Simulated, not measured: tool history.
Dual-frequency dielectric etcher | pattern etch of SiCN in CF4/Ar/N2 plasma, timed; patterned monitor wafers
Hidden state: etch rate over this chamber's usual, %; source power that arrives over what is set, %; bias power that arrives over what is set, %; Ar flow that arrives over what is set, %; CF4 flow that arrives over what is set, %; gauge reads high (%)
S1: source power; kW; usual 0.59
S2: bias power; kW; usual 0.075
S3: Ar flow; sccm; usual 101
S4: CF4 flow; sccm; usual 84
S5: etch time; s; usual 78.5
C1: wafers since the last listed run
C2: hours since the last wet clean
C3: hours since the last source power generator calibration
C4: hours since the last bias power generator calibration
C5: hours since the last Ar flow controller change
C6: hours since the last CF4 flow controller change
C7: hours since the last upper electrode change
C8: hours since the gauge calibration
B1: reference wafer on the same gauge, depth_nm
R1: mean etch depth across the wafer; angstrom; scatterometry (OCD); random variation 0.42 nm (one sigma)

Run 1, day 0: usual settings; C1 0; C2 347.5; C3 3267.5; C4 3452.4; C5 0.5; C6 4686.7; C7 3692.7; C8 478.5; B1 109.5. Result: R1 934 angstrom.
Run 2, day 0.275: usual settings; C1 74; C2 354.1; C3 3274.1; C4 3459; C5 7.1; C6 4693.3; C7 3699.3; C8 485.1; B1 109.3. Result: R1 935 angstrom.
Run 3, day 0.683: usual settings; C1 110; C2 363.9; C3 3283.9; C4 3468.8; C5 16.9; C6 4703.1; C7 3709.1; C8 494.9; B1 109.4. Result: R1 933 angstrom.
At day 0.762: gauge calibrated.
Run 4, day 1.204: usual settings but S2 0.083 kW; C1 140; C2 376.4; C3 3296.4; C4 3481.3; C5 29.4; C6 4715.6; C7 3721.6; C8 10.6; B1 109.6. Result: R1 964 angstrom.
Run 5, day 1.492: usual settings but S4 105 sccm; C1 77; C2 383.3; C3 3303.3; C4 3488.2; C5 36.3; C6 4722.5; C7 3728.5; C8 17.5; B1 109.6. Result: R1 962 angstrom.
Run 6, day 1.933: usual settings; C1 119; C2 393.9; C3 3313.9; C4 3498.8; C5 46.9; C6 4733.1; C7 3739.1; C8 28.1; B1 109.6. Result: R1 933 angstrom.
Run 7, day 2.333: usual settings; C1 108; C2 403.5; C3 3323.5; C4 3508.4; C5 56.5; C6 4742.7; C7 3748.7; C8 37.7; B1 109.4. Result: R1 928 angstrom.
At day 3.704: wet clean of the chamber.
Run 8, day 3.725: usual settings but S2 0.083 kW; C1 105; C2 0.5; C3 3356.9; C4 3541.8; C5 89.9; C6 4776.1; C7 3782.1; C8 71.1; B1 109.6. Result: R1 965 angstrom.
Run 9, day 3.738: usual settings; C1 3; C2 0.8; C3 3357.2; C4 3542.1; C5 90.2; C6 4776.4; C7 3782.4; C8 71.4; B1 109.6. Result: R1 938 angstrom.
Run 10, day 3.871: usual settings but S1 0.48 kW, S3 115 sccm, S5 60 s; C1 36; C2 4; C3 3360.4; C4 3545.3; C5 93.4; C6 4779.6; C7 3785.6; C8 74.6; B1 109.5. Result: R1 606 angstrom.
At day 4.179: bias power generator calibrated.
Run 11, day 4.375: usual settings but S1 0.72 kW, S2 0.069 kW, S4 94 sccm; C1 91; C2 16.1; C3 3372.5; C4 4.7; C5 105.5; C6 4791.7; C7 3797.7; C8 86.7; B1 109.6. Result: R1 1084 angstrom.
At day 4.871: CF4 flow controller replaced.
Run 12, day 5.008: usual settings but S2 0.067 kW, S3 123 sccm, S4 64 sccm; C1 103; C2 31.3; C3 3387.7; C4 19.9; C5 120.7; C6 3.3; C7 3812.9; C8 101.9; B1 109.4. Result: R1 840 angstrom.
At day 5.238: source power generator calibrated.
At day 6.017: upper electrode replaced.
Run 13, day 6.038: usual settings; C1 22; C2 56; C3 19.2; C4 44.6; C5 145.4; C6 28; C7 0.5; C8 126.6; B1 109.2. Result: R1 934 angstrom.
Run 14, day 6.283: usual settings but S1 0.7 kW, S3 92 sccm; C1 66; C2 61.9; C3 25.1; C4 50.5; C5 151.3; C6 33.9; C7 6.4; C8 132.5; B1 109.5. Result: R1 1072 angstrom.
Run 15, day 6.767: usual settings but S2 0.067 kW, S3 123 sccm, S4 64 sccm; C1 130; C2 73.5; C3 36.7; C4 62.1; C5 162.9; C6 45.5; C7 18; C8 144.1; B1 109.4. Result: R1 830 angstrom.
Run 16, day 7.112: usual settings but S2 0.084 kW, S5 88.5 s; C1 93; C2 81.8; C3 45; C4 70.4; C5 171.2; C6 53.8; C7 26.3; C8 152.4; B1 109.5. Result: R1 1090 angstrom.
Run 17, day 7.696: usual settings but S1 0.72 kW, S3 94 sccm, S4 76 sccm, S5 86.5 s; C1 157; C2 95.8; C3 59; C4 84.4; C5 185.2; C6 67.8; C7 40.3; C8 166.4; B1 109.5. Result: R1 1187 angstrom.
Run 18, day 7.954: usual settings but S1 0.55 kW, S2 0.065 kW, S4 94 sccm; C1 69; C2 102; C3 65.2; C4 90.6; C5 191.4; C6 74; C7 46.5; C8 172.6; B1 109.5. Result: R1 863 angstrom.
Run 19, day 8.429: usual settings; C1 128; C2 113.4; C3 76.6; C4 102; C5 202.8; C6 85.4; C7 57.9; C8 184; B1 109.4. Result: R1 940 angstrom.

Run 20 comes next. What will it give?
Run 20, day 9.158: usual settings but S1 0.63 kW, S4 95 sccm; C1 197; C2 130.9; C3 94.1; C4 119.5; C5 220.3; C6 102.9; C7 75.4; C8 201.5; B1 ?. Result: R1 ?.

{"run 20": {"B1": 109.5, "R1": 997}}
Without the tool's hidden state the same run would have given R1 997 angstrom.

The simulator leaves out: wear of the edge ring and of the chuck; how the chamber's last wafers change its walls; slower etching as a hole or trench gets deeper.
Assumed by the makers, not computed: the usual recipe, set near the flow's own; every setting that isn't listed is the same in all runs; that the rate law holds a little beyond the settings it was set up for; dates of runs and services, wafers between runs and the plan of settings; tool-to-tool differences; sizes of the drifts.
